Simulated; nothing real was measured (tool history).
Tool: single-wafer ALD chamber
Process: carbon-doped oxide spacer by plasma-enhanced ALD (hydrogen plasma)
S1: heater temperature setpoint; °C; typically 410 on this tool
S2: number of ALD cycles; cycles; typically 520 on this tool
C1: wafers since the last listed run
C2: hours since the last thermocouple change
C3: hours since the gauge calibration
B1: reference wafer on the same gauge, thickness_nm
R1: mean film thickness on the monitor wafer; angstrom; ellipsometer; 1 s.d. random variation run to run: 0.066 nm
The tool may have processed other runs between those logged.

run,hour,S1,S2,C1,C2,C3,B1,R1
1,0,410,520,0,1140.4,675.6,27.375,263.16
2,167,410,520,169,1307.4,842.6,27.371,261.49
3,210.5,410,520,44,1350.9,886.1,27.409,262.85
4,281.2,410,440,71,1421.6,956.8,27.414,221.4
5,342.9,410,440,62,1483.3,1018.5,27.393,220.88
6,375.8,410,468,33,1516.2,1051.4,27.397,235.05
# hour 378: gauge calibrated
7,574.5,410,468,201,1714.9,196.5,27.367,235.41
8,603,410,520,28,1743.4,225,27.411,262.07
9,671.2,410,475,69,1811.6,293.2,27.403,237.92
10,718.1,404,549,47,1858.5,340.1,27.408,281.48
# hour 735.4: thermocouple changed; heater temperature recalibrated
11,780.1,410,520,54,44.7,402.1,27.377,260.28
12,835.2,415,471,55,99.8,457.2,27.385,231.72
13,894.6,410,520,60,159.2,516.6,27.43,259.24
# hour 913.8: thermocouple changed; heater temperature recalibrated, repeated, since the last time left the tool worse
14,964.9,410,520,63,51.1,586.9,27.371,264.17
15,1035.4,421,421,71,121.6,657.4,27.387,207.76
16,1086.6,410,448,51,172.8,708.6,27.384,227.34

Per-run results on a tool with no hidden state, each run keeping its own random variation:
Hidden state present: wafer temperature above the value expected at the setpoint (K); gauge reads high (%).
run,R1
1,265.75
2,264.2
3,265.6
4,223.76
5,223.26
6,237.6
7,238.04
8,265.01
9,240.61
10,284.63
11,265.36
12,236.56
13,264.86
14,264.4
15,208.23
16,228.03
